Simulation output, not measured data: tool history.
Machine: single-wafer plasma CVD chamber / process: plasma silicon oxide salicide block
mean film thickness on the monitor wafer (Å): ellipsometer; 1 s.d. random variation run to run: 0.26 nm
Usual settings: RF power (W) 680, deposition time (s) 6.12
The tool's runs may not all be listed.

run   hour  RF power (W)  deposition time (s)  wafers since the last listed run  hours since the last RF generator calibration  hours since the showerhead was replaced  hours since the gauge calibration  read-back reference wafer on the same gauge, thickness_nm  mean film thickness on the monitor wafer (Å)
  1      0           680                 6.12                                 0                                         2206.2                                   6458.4                               34.1                                                     57.001                                        637.57
  2   15.9           680                 6.12                               446                                         2222.1                                   6474.3                                 50                                                     56.975                                        636.88
  3   28.7           775                 5.69                               359                                         2234.9                                   6487.1                               62.8                                                     57.002                                        611.91
  4   45.1           775                 5.69                               460                                         2251.3                                   6503.5                               79.2                                                     56.997                                        614.62
  5   61.7           680                 6.12                               465                                         2267.9                                   6520.1                               95.8                                                     57.038                                        634.37
  6     78           680                 6.12                               457                                         2284.2                                   6536.4                              112.1                                                     56.995                                        634.59
  7   92.5           680                 6.12                               406                                         2298.7                                   6550.9                              126.6                                                     57.028                                        635.29
  8  104.8           680                 6.12                               345                                           2311                                   6563.2                              138.9                                                     56.986                                        633.51
  9  112.1           680                 6.12                               204                                         2318.3                                   6570.5                              146.2                                                     56.954                                        631.01
     112.9  -- gauge calibrated
 10  122.4           580                 5.72                               289                                         2328.6                                   6580.8                                9.5                                                     57.005                                        563.31
 11  129.1           815                 4.97                               188                                         2335.3                                   6587.5                               16.2                                                     57.031                                        546.54
     148.3  -- RF generator calibrated
 12  148.8           620                 6.56                               328                                            0.5                                   6607.2                               35.9                                                     57.013                                        655.18
 13  155.8           680                 6.12                               196                                            7.5                                   6614.2                               42.9                                                     57.013                                        632.33
     166.6  -- showerhead replaced
 14    172           580                 6.12                               230                                           23.7                                      5.4                               59.1                                                     57.034                                        603.08
 15  183.5           680                 5.65                               322                                           35.2                                     16.9                               70.6                                                     57.001                                        582.97
 16  191.2           680                 5.16                               216                                           42.9                                     24.6                               78.3                                                     56.962                                        536.97
 17  201.6           620                 6.56                               291                                           53.3                                       35                               88.7                                                     56.954                                        658.64
 18  209.2           775                 6.59                               213                                           60.9                                     42.6                               96.3                                                     56.995                                        709.03
 19    226           545                 5.09                               471                                           77.7                                     59.4                              113.1                                                         57                                        487.94
 20  243.4           805                 5.77                               488                                           95.1                                     76.8                              130.5                                                     56.976                                        632.24

What does the tool deliver on the next run?
 21  284.2           720                 6.69                              1145                                          135.9                                    117.6                              171.3                                                          ?                                             ?

read-back reference wafer on the same gauge, thickness_nm: 56.995
mean film thickness on the monitor wafer (Å): 704.14
Had the tool carried no hidden state, the very same run would have given mean film thickness on the monitor wafer (Å) 704.14.
